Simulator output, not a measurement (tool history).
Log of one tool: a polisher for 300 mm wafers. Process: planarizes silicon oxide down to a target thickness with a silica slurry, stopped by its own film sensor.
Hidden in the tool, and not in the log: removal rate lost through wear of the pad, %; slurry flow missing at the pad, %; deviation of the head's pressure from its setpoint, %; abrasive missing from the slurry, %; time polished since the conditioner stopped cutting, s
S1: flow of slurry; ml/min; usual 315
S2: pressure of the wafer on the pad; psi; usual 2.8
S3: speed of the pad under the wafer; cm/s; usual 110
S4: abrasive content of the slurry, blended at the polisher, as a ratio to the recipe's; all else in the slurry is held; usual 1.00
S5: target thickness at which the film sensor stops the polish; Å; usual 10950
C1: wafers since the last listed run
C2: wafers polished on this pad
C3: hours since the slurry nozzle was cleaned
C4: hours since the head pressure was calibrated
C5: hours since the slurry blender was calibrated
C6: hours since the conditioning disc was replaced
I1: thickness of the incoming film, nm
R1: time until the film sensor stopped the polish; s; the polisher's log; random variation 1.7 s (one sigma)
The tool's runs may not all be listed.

run,day,S1,S2,S3,S4,S5,C1,C2,C3,C4,C5,C6,I1,R1
1,0.000,315,2.8,110,1.00,10950,0,316,309.9,4.9,61.4,197.4,1397.8,141.6
2,1.446,315,2.8,110,1.00,10950,322,638,344.6,39.6,96.1,232.1,1407.8,144.0
# day 1.842: conditioning disc replaced and pad reconditioned
3,2.812,315,2.4,110,1.00,10950,285,924,377.4,72.4,128.9,23.3,1398.8,156.6
4,3.412,315,2.4,110,1.00,10950,133,1057,391.8,86.8,143.3,37.7,1395.0,152.9
5,4.400,315,2.4,110,1.00,10950,219,1277,415.5,110.5,167.0,61.4,1400.7,161.4
# day 6.117: slurry blender recalibrated
# day 7.238: worn pad replaced by a new one, of another model than before
6,7.438,315,2.8,110,1.00,10950,620,44,488.4,183.4,31.7,134.3,1419.3,158.5
7,8.479,405,2.8,110,0.80,10950,232,276,513.4,208.4,56.7,159.3,1410.2,162.9
8,9.017,315,2.8,110,1.00,10950,119,396,526.3,221.3,69.6,172.2,1401.2,150.6
9,9.679,205,2.8,110,1.00,10230,147,543,542.2,237.2,85.5,188.1,1431.8,237.4
# day 10.442: conditioning disc replaced and pad reconditioned
10,10.992,315,2.8,110,1.00,10950,273,817,573.7,268.7,117.0,13.2,1408.2,155.2
11,11.808,315,2.8,110,1.20,10330,181,999,593.3,288.3,136.6,32.8,1405.8,178.4
12,12.762,410,2.8,110,1.00,10950,212,1211,616.2,311.2,159.5,55.7,1396.4,143.8
13,13.600,315,2.8,110,1.00,10950,186,1398,636.3,331.3,179.6,75.8,1395.1,158.9
14,15.350,315,3.7,110,1.00,10950,389,1788,678.3,373.3,221.6,117.8,1400.8,145.4
# day 15.762: slurry blender recalibrated
# day 16.204: worn pad replaced by a new one
15,16.746,315,2.8,110,1.00,10950,255,120,711.8,406.8,23.6,151.3,1409.8,189.7
# day 17.025: slurry nozzle cleaned
16,17.967,315,2.8,110,1.00,10950,262,383,22.6,436.1,52.9,180.6,1404.1,142.3
17,19.217,315,2.8,110,1.00,10950,278,661,52.6,466.1,82.9,210.6,1434.3,161.1
# day 19.921: conditioning disc replaced and pad reconditioned
18,20.262,380,2.8,110,1.00,10950,214,876,77.7,491.2,108.0,8.2,1385.1,131.0
19,21.654,315,2.8,110,0.90,10120,309,1186,111.1,524.6,141.4,41.6,1427.1,197.9
20,22.346,315,2.8,110,1.00,10950,154,1340,127.7,541.2,158.0,58.2,1412.5,148.6
21,23.175,315,2.8,82,1.15,10950,184,1524,147.6,561.1,177.9,78.1,1384.8,142.6
22,24.021,370,2.8,90,1.00,11940,188,1713,167.9,581.4,198.2,98.4,1403.5,101.4
# day 25.988: worn pad replaced by a new one
# day 26.771: slurry blender recalibrated
23,28.383,315,2.8,136,1.00,10950,916,515,272.6,686.1,38.7,203.1,1405.3,135.7
# day 29.150: conditioning disc replaced and pad reconditioned
24,29.592,315,2.1,110,1.00,10950,250,766,301.6,715.1,67.7,10.6,1419.5,173.5
25,30.829,285,2.8,110,0.75,10950,275,1041,331.3,744.8,97.4,40.3,1417.5,175.3
26,31.704,315,3.2,110,1.15,10950,194,1236,352.3,765.8,118.4,61.3,1427.7,138.6

Forecast each of these 3 alternatives for the next run:
A,31.725,315,2.8,110,1.00,10950,4,1241,352.8,766.3,118.9,61.8,1430.6,?
B,31.725,315,2.8,134,1.00,10600,4,1241,352.8,766.3,118.9,61.8,1430.6,?
C,31.725,315,2.8,110,1.00,11650,4,1241,352.8,766.3,118.9,61.8,1430.6,?

run,R1
A,156.8
B,160.7
C,124.1
Without the tool's hidden state the same runs would have given:
run,R1
A,151.7
B,155.4
C,120.0
